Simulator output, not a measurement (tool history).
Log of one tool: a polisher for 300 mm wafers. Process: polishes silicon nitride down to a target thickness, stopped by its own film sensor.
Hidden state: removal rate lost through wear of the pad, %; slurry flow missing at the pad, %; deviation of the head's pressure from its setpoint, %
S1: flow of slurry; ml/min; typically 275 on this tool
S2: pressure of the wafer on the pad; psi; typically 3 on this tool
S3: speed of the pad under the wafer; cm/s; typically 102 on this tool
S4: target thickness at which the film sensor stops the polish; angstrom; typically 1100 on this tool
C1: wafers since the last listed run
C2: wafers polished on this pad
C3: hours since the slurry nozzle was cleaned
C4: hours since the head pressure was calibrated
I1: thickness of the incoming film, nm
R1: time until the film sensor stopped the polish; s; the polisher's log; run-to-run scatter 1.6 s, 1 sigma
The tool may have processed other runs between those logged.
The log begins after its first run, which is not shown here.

Run 2, hour 45.5: usual settings but S1 215 ml/min; C1 575; C2 2995; C3 435.4; C4 183.5; I1 242.9. Result: R1 92.5 s.
At hour 159.3: slurry nozzle cleaned.
Run 3, hour 194.2: usual settings but S3 112 cm/s; C1 1866; C2 4861; C3 34.9; C4 332.2; I1 241.1. Result: R1 77.4 s.
At hour 214.9: worn pad replaced by a new one.
Run 4, hour 265.6: usual settings but S3 112 cm/s; C1 851; C2 640; C3 106.3; C4 403.6; I1 242.1. Result: R1 76.9 s.
Run 5, hour 297.4: usual settings; C1 401; C2 1042; C3 138.1; C4 435.4; I1 240.9. Result: R1 83.9 s.
Run 6, hour 343.8: usual settings; C1 586; C2 1628; C3 184.5; C4 481.8; I1 243.2. Result: R1 84 s.
At hour 367.6: head pressure recalibrated.
Run 7, hour 406.9: usual settings; C1 772; C2 2400; C3 247.6; C4 39.3; I1 241.6. Result: R1 83.1 s.
Run 8, hour 452: usual settings but S2 3.5 psi; C1 569; C2 2970; C3 292.7; C4 84.4; I1 245.4. Result: R1 77.1 s.
Run 9, hour 477.6: usual settings but S2 3.5 psi; C1 323; C2 3294; C3 318.3; C4 110; I1 238. Result: R1 72.2 s.
Run 10, hour 525: usual settings but S2 3.5 psi; C1 599; C2 3893; C3 365.7; C4 157.4; I1 236.8. Result: R1 71.6 s.
Run 11, hour 568.4: usual settings; C1 548; C2 4441; C3 409.1; C4 200.8; I1 238.3. Result: R1 86 s.
Run 12, hour 598.8: usual settings; C1 384; C2 4826; C3 439.5; C4 231.2; I1 238.6. Result: R1 85 s.
At hour 621.9: worn pad replaced by a new one.
Run 13, hour 623.8: usual settings; C1 265; C2 24; C3 464.5; C4 256.2; I1 243. Result: R1 87.2 s.
Run 14, hour 675.4: usual settings; C1 652; C2 676; C3 516.1; C4 307.8; I1 240.6. Result: R1 87.5 s.
At hour 729.9: slurry nozzle cleaned.
Run 15, hour 734: usual settings; C1 727; C2 1404; C3 4.1; C4 366.4; I1 239.3. Result: R1 79.8 s.
Run 16, hour 767.9: usual settings but S1 185 ml/min, S2 3.5 psi, S3 66 cm/s; C1 428; C2 1832; C3 38; C4 400.3; I1 236.5. Result: R1 99.8 s.
Run 17, hour 839.9: usual settings but S4 1370 angstrom; C1 909; C2 2742; C3 110; C4 472.3; I1 242.6. Result: R1 65.7 s.
Run 18, hour 886.4: usual settings but S3 76 cm/s, S4 930 angstrom; C1 587; C2 3330; C3 156.5; C4 518.8; I1 241.1. Result: R1 117 s.
Run 19, hour 944.1: usual settings but S4 660 angstrom; C1 729; C2 4059; C3 214.2; C4 576.5; I1 242.1. Result: R1 111.6 s.
At hour 975.7: head pressure recalibrated.
Run 20, hour 982.5: usual settings but S3 136 cm/s, S4 1330 angstrom; C1 460; C2 4519; C3 252.6; C4 6.8; I1 242. Result: R1 55.4 s.
Run 21, hour 1026.9: usual settings; C1 561; C2 5080; C3 297; C4 51.2; I1 240.3. Result: R1 82.5 s.
Run 22, hour 1058.2: usual settings but S1 330 ml/min, S4 1490 angstrom; C1 395; C2 5476; C3 328.3; C4 82.5; I1 242.9. Result: R1 57.4 s.
At hour 1088.7: worn pad replaced by a new one.
Run 23, hour 1091.8: usual settings; C1 374; C2 39; C3 361.9; C4 116.1; I1 241.5. Result: R1 88.5 s.
At hour 1249: slurry nozzle cleaned.
Run 24, hour 1272.1: usual settings but S4 970 angstrom; C1 2265; C2 2305; C3 23.1; C4 296.4; I1 242.8. Result: R1 94.9 s.

For run 25, what comes out?
Run 25, hour 1307.2: usual settings but S1 195 ml/min, S3 80 cm/s; C1 443; C2 2748; C3 58.2; C4 331.5; I1 237.5. Result: R1 ?.

{"run 25": {"R1": 101.7}}
Were there no unlogged condition in the tool, this run, its random variation unchanged, would have produced R1 100.5 s.
